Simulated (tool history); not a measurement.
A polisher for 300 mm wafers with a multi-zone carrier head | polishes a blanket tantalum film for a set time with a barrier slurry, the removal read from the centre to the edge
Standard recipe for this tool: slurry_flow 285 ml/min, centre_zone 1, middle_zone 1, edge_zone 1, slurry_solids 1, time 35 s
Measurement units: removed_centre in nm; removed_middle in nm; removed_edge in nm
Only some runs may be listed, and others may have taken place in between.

| run | hour | slurry_flow | centre_zone | middle_zone | edge_zone | slurry_solids | time | wafers since the last listed run | wafers polished on this pad | hours since the slurry nozzle was cleaned | hours since the centre zone pressure was calibrated | hours since the edge zone pressure was calibrated | hours since the carrier head's membrane was replaced | incoming thickness of the incoming film, nm | removed_centre | removed_middle | removed_edge |
|---|---|---|---|---|---|---|---|---|---|---|---|---|---|---|---|---|---|
| 1 | 0 | 285 | 1 | 0.92 | 1 | 0.8 | 35 | 0 | 80 | 256 | 711.1 | 665.1 | 862 | 335.2 | 48 | 44.7 | 47 |
| 2 | 58.9 | 285 | 1 | 0.92 | 1 | 0.8 | 35 | 406 | 486 | 314.9 | 770 | 724 | 920.9 | 333.6 | 47.2 | 42.7 | 46.4 |
| 3 | 96.5 | 285 | 1 | 1 | 1 | 0.95 | 35 | 259 | 746 | 352.5 | 807.6 | 761.6 | 958.5 | 330.7 | 48.9 | 46.6 | 48 |
| 4 | 126.9 | 285 | 1 | 1 | 1 | 0.95 | 35 | 209 | 956 | 382.9 | 838 | 792 | 988.9 | 328.3 | 47 | 47.3 | 47.1 |
| 5 | 194.7 | 285 | 1 | 1 | 1 | 0.95 | 35 | 467 | 1423 | 450.7 | 905.8 | 859.8 | 1056.7 | 327.1 | 44.5 | 44 | 43.9 |
|  | 245.3 | worn pad replaced by a new one |
|  | 262.2 | slurry nozzle cleaned |
| 6 | 266 | 285 | 1 | 1 | 1 | 1 | 35 | 457 | 136 | 3.8 | 977.1 | 931.1 | 1128 | 333 | 54.3 | 52.8 | 52.9 |
| 7 | 330.2 | 285 | 1 | 1 | 1 | 1 | 35 | 442 | 578 | 68 | 1041.3 | 995.3 | 1192.2 | 332.4 | 52.5 | 51.1 | 51.4 |
|  | 357 | centre zone pressure recalibrated |
| 8 | 365.1 | 285 | 1 | 1 | 1 | 1 | 35 | 226 | 805 | 102.9 | 8.1 | 1030.2 | 1227.1 | 324.8 | 51.2 | 50.4 | 49.7 |
| 9 | 406.3 | 285 | 1 | 1 | 1 | 1 | 35 | 284 | 1090 | 144.1 | 49.3 | 1071.4 | 1268.3 | 331.1 | 50.6 | 47.7 | 48.2 |
| 10 | 440.4 | 285 | 1 | 1 | 0.94 | 1 | 35 | 235 | 1325 | 178.2 | 83.4 | 1105.5 | 1302.4 | 329.1 | 46.8 | 45.6 | 45.1 |
|  | 446.2 | worn pad replaced by a new one |
|  | 468.6 | carrier head's membrane replaced by a new one |
| 11 | 510.3 | 285 | 1 | 1 | 1 | 0.75 | 40 | 420 | 407 | 248.1 | 153.3 | 1175.4 | 41.7 | 332.3 | 52.7 | 51.5 | 52.3 |
| 12 | 547.3 | 335 | 1 | 0.88 | 0.92 | 1 | 35 | 255 | 663 | 285.1 | 190.3 | 1212.4 | 78.7 | 328.7 | 50.9 | 45.7 | 47.9 |
| 13 | 573.2 | 285 | 1.09 | 1 | 1 | 1 | 35 | 178 | 841 | 311 | 216.2 | 1238.3 | 104.6 | 330.8 | 52.9 | 48.1 | 48.8 |
| 14 | 598.8 | 285 | 1.04 | 0.93 | 1 | 1 | 35 | 176 | 1018 | 336.6 | 241.8 | 1263.9 | 130.2 | 330.5 | 49.9 | 45.6 | 48 |
|  | 613.7 | edge zone pressure recalibrated |
| 15 | 649.9 | 235 | 1 | 0.92 | 1.08 | 1 | 35 | 338 | 1357 | 387.7 | 292.9 | 36.2 | 181.3 | 327.3 | 42.7 | 40.3 | 46 |
|  | 656.4 | worn pad replaced by a new one |
| 16 | 677.5 | 285 | 0.89 | 1 | 1 | 1 | 35 | 162 | 145 | 415.3 | 320.5 | 63.8 | 208.9 | 335.3 | 43.5 | 49.4 | 49.2 |
| 17 | 732.3 | 285 | 1 | 1 | 1 | 1 | 35 | 378 | 523 | 470.1 | 375.3 | 118.6 | 263.7 | 328.8 | 48.9 | 48 | 48.7 |
|  | 760.8 | slurry nozzle cleaned |
| 18 | 770.4 | 285 | 1 | 1 | 1 | 1 | 35 | 255 | 779 | 9.6 | 413.4 | 156.7 | 301.8 | 325.2 | 52.6 | 51.1 | 50.9 |
| 19 | 832.1 | 360 | 0.94 | 0.94 | 1 | 1 | 24 | 425 | 1205 | 71.3 | 475.1 | 218.4 | 363.5 | 330 | 32.6 | 32 | 33.2 |
| 20 | 875.4 | 285 | 1 | 1.07 | 1.03 | 0.85 | 35 | 298 | 1503 | 114.6 | 518.4 | 261.7 | 406.8 | 329.7 | 45.5 | 45.1 | 44.1 |
|  | 885.2 | worn pad replaced by a new one |
| 21 | 936.4 | 285 | 1 | 1 | 1 | 1 | 35 | 393 | 353 | 175.6 | 579.4 | 322.7 | 467.8 | 334 | 52.2 | 51.5 | 50.3 |
| 22 | 993.6 | 195 | 1 | 0.88 | 1 | 0.8 | 40 | 394 | 747 | 232.8 | 636.6 | 379.9 | 525 | 329.6 | 47.7 | 42.2 | 49.3 |

The tool's hidden state at each run:
deviation of the centre zone's pressure from its setpoint, %: 0 at every run
deviation of the edge zone's pressure from its setpoint, %: 0 at every run
H1: removal rate lost through wear of the pad, %
H2: slurry flow missing at the pad, %
| run | H1 | H2 |
|---|---|---|
| 1 | 1.41 | 35.3 |
| 2 | 2.53 | 37.8 |
| 3 | 4.08 | 38.9 |
| 4 | 5.82 | 39.7 |
| 5 | 11.2 | 40.9 |
| 6 | 1.52 | 5.56 |
| 7 | 3.09 | 19.8 |
| 8 | 4.74 | 25.4 |
| 9 | 7.42 | 30.5 |
| 10 | 10.2 | 33.8 |
| 11 | 1.8 | 38.5 |
| 12 | 3.22 | 40.3 |
| 13 | 4.58 | 41.3 |
| 14 | 6.24 | 42.1 |
| 15 | 10.4 | 43.4 |
| 16 | 1.99 | 44 |
| 17 | 3.21 | 44.8 |
| 18 | 4.89 | 3.64 |
| 19 | 9.02 | 16.9 |
| 20 | 13 | 23.5 |
| 21 | 1.9 | 30 |
| 22 | 4.01 | 34.2 |

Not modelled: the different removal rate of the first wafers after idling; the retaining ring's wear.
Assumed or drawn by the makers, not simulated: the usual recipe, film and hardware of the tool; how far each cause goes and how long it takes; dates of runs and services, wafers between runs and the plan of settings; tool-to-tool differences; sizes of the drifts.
